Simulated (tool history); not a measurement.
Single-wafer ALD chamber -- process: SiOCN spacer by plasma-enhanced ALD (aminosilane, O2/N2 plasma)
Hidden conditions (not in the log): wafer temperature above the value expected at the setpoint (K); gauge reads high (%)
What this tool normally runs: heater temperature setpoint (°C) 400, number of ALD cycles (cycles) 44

| run | hour | heater temperature setpoint (°C) | number of ALD cycles (cycles) | wafers since the last listed run | hours since the last thermocouple change | hours since the gauge calibration | read-back reference wafer on the same gauge, thickness_nm | mean film thickness on the monitor wafer (angstrom) |
|---|---|---|---|---|---|---|---|---|
| 1 | 0 | 400 | 44 | 0 | 722.2 | 1897.3 | 3.112 | 26.01 |
| 2 | 76.6 | 400 | 44 | 317 | 798.8 | 1973.9 | 3.108 | 26.15 |
| 3 | 163 | 400 | 42 | 358 | 885.2 | 2060.3 | 3.11 | 24.71 |
| 4 | 200.9 | 400 | 42 | 157 | 923.1 | 2098.2 | 3.109 | 24.44 |
| 5 | 292.4 | 400 | 44 | 379 | 1014.6 | 2189.7 | 3.116 | 25.97 |
| 6 | 364.7 | 400 | 44 | 299 | 1086.9 | 2262 | 3.113 | 25.66 |
| 7 | 441.1 | 405 | 44 | 316 | 1163.3 | 2338.4 | 3.109 | 25.18 |
|  | 488.2 | gauge calibrated |
|  | 504.3 | thermocouple changed; heater temperature recalibrated |
| 8 | 515.1 | 405 | 44 | 273 | 10.8 | 26.9 | 3.11 | 25.83 |
| 9 | 595.7 | 405 | 44 | 334 | 91.4 | 107.5 | 3.107 | 25.79 |
| 10 | 686.3 | 400 | 44 | 375 | 182 | 198.1 | 3.111 | 26.28 |
| 11 | 781.2 | 400 | 44 | 393 | 276.9 | 293 | 3.114 | 26.18 |
| 12 | 882.5 | 400 | 44 | 420 | 378.2 | 394.3 | 3.108 | 26.15 |
| 13 | 984.2 | 400 | 44 | 421 | 479.9 | 496 | 3.112 | 26.09 |
| 14 | 1040 | 400 | 44 | 231 | 535.7 | 551.8 | 3.108 | 25.94 |
| 15 | 1112.4 | 410 | 44 | 300 | 608.1 | 624.2 | 3.112 | 25.22 |
| 16 | 1197.7 | 400 | 48 | 353 | 693.4 | 709.5 | 3.11 | 28.54 |
| 17 | 1396.1 | 400 | 48 | 823 | 891.8 | 907.9 | 3.114 | 28.21 |
| 18 | 1477.9 | 400 | 44 | 339 | 973.6 | 989.7 | 3.107 | 25.89 |
| 19 | 1521 | 400 | 44 | 178 | 1016.7 | 1032.8 | 3.108 | 25.69 |
| 20 | 1577.3 | 400 | 44 | 233 | 1073 | 1089.1 | 3.108 | 25.75 |
| 21 | 1621.9 | 410 | 51 | 185 | 1117.6 | 1133.7 | 3.108 | 28.88 |
| 22 | 1728.1 | 410 | 51 | 440 | 1223.8 | 1239.9 | 3.111 | 28.85 |
| 23 | 1791.4 | 396 | 41 | 262 | 1287.1 | 1303.2 | 3.111 | 24 |
|  | 1864.6 | thermocouple changed; heater temperature recalibrated |
| 24 | 1876.2 | 400 | 49 | 318 | 11.6 | 1388 | 3.109 | 29.19 |
| 25 | 1923.3 | 407 | 49 | 195 | 58.7 | 1435.1 | 3.106 | 28.3 |
| 26 | 1987.2 | 400 | 44 | 265 | 122.6 | 1499 | 3.115 | 26.14 |
| 27 | 2091.2 | 400 | 44 | 431 | 226.6 | 1603 | 3.111 | 26.18 |
| 28 | 2144.1 | 400 | 44 | 219 | 279.5 | 1655.9 | 3.108 | 26.26 |
| 29 | 2214.7 | 411 | 50 | 292 | 350.1 | 1726.5 | 3.111 | 28.74 |
| 30 | 2314.8 | 407 | 39 | 415 | 450.2 | 1826.6 | 3.116 | 22.64 |
| 31 | 2466.3 | 395 | 48 | 628 | 601.7 | 1978.1 | 3.107 | 28.73 |
| 32 | 2522.2 | 409 | 51 | 231 | 657.6 | 2034 | 3.108 | 29.04 |
| 33 | 2649.9 | 414 | 46 | 529 | 785.3 | 2161.7 | 3.108 | 25.9 |
| 34 | 2705.3 | 386 | 39 | 229 | 840.7 | 2217.1 | 3.104 | 23.36 |
|  | 2762.4 | gauge calibrated |
| 35 | 2809.6 | 407 | 44 | 432 | 945 | 47.2 | 3.112 | 25.3 |
|  | 2969.1 | thermocouple changed; heater temperature recalibrated |
| 36 | 3010.8 | 400 | 44 | 801 | 41.7 | 248.4 | 3.108 | 26.34 |
| 37 | 3084.2 | 404 | 37 | 304 | 115.1 | 321.8 | 3.11 | 21.88 |
| 38 | 3178.3 | 394 | 51 | 390 | 209.2 | 415.9 | 3.111 | 30.38 |
| 39 | 3249.6 | 400 | 37 | 295 | 280.5 | 487.2 | 3.108 | 21.95 |
| 40 | 3490.8 | 400 | 39 | 1000 | 521.7 | 728.4 | 3.109 | 23.19 |
| 41 | 3557.4 | 400 | 44 | 276 | 588.3 | 795 | 3.109 | 26.01 |
| 42 | 3712.9 | 400 | 44 | 645 | 743.8 | 950.5 | 3.111 | 26.01 |
| 43 | 3773.6 | 391 | 44 | 251 | 804.5 | 1011.2 | 3.108 | 26.15 |
| 44 | 3821.8 | 392 | 44 | 199 | 852.7 | 1059.4 | 3.108 | 26.25 |
| 45 | 3908.8 | 414 | 39 | 360 | 939.7 | 1146.4 | 3.11 | 21.87 |

Exercise: give the hidden state of the tool at every run:
gauge reads high (%): 0, the same for each run
H1: wafer temperature above the value expected at the setpoint (K)
| run | H1 |
|---|---|
| 1 | 2.39 |
| 2 | 2.89 |
| 3 | 3.51 |
| 4 | 3.8 |
| 5 | 4.56 |
| 6 | 5.21 |
| 7 | 5.94 |
| 8 | -0.0265 |
| 9 | 0.00858 |
| 10 | 0.114 |
| 11 | 0.3 |
| 12 | 0.583 |
| 13 | 0.955 |
| 14 | 1.2 |
| 15 | 1.55 |
| 16 | 2.02 |
| 17 | 3.36 |
| 18 | 4.02 |
| 19 | 4.38 |
| 20 | 4.88 |
| 21 | 5.3 |
| 22 | 6.36 |
| 23 | 7.04 |
| 24 | 0.231 |
| 25 | 0.246 |
| 26 | 0.295 |
| 27 | 0.45 |
| 28 | 0.564 |
| 29 | 0.754 |
| 30 | 1.1 |
| 31 | 1.77 |
| 32 | 2.08 |
| 33 | 2.86 |
| 34 | 3.25 |
| 35 | 4.04 |
| 36 | -1.05 |
| 37 | -0.997 |
| 38 | -0.866 |
| 39 | -0.718 |
| 40 | 0.108 |
| 41 | 0.423 |
| 42 | 1.31 |
| 43 | 1.71 |
| 44 | 2.05 |
| 45 | 2.71 |

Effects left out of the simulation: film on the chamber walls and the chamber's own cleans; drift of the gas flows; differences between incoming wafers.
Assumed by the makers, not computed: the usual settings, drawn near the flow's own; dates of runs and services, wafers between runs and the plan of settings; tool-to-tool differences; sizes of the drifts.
